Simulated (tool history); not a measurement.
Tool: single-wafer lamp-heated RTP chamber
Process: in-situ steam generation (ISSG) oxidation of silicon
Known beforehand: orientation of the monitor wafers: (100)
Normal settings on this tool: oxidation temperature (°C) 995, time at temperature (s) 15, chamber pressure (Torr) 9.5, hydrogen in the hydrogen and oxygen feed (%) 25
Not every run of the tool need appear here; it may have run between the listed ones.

run	hour	oxidation temperature (°C)	time at temperature (s)	chamber pressure (Torr)	hydrogen in the hydrogen and oxygen feed (%)	read-back reference wafer on the same gauge, thickness	oxide thickness on the monitor wafer (angstrom)
1	0	995	15	9.5	25	5.723	51.94
2	72.2	995	15	9.5	25	5.709	52.27
3	148.4	995	15	9.5	25	5.721	52.05
# hour 198.3: pyrometer window cleaned and pyrometer calibrated
4	222.1	995	15	9.5	25	5.716	50.33
# hour 427.6: gauge calibrated
5	429.9	995	15	9.5	25	5.722	52.01
6	512.1	995	15	9.5	25	5.721	51.67
7	591.9	995	15	9.5	25	5.715	51.61
8	689.2	995	13	9.9	25	5.716	48.31
# hour 758: pyrometer window cleaned and pyrometer calibrated
# hour 789.2: pressure gauge zeroed
9	789.7	995	15	9.5	25	5.722	50.35
# hour 855.4: hydrogen flow controller replaced
10	872.8	979	15	9.5	25	5.713	47.93
11	919	995	15	9.5	15	5.721	45.94
12	956.8	1004	19	8.9	31	5.726	62.91
13	1017.2	995	15	9.5	25	5.714	51.12
14	1092.5	1012	15	9.5	25	5.723	55.37
# hour 1127.2: gauge calibrated
15	1130.4	977	11	8.3	25	5.723	43.29

Consider 4 possible next runs. They are alternatives, not a sequence: every one starts from the tool as it was left by run 15. What does each give?
A	1130.9	995	15	10.2	25	?	?
B	1130.9	995	11	9.5	25	?	?
C	1130.9	995	15	9	25	?	?
D	1130.9	1007	11	10.2	25	?	?

run	read-back reference wafer on the same gauge, thickness	oxide thickness on the monitor wafer (angstrom)
A	5.718	51.47
B	5.718	45.66
C	5.718	52.69
D	5.718	46.94
What these runs would have given with no unlogged condition in the tool:
run	oxide thickness on the monitor wafer (angstrom)
A	49.73
B	44.28
C	50.91
D	45.39
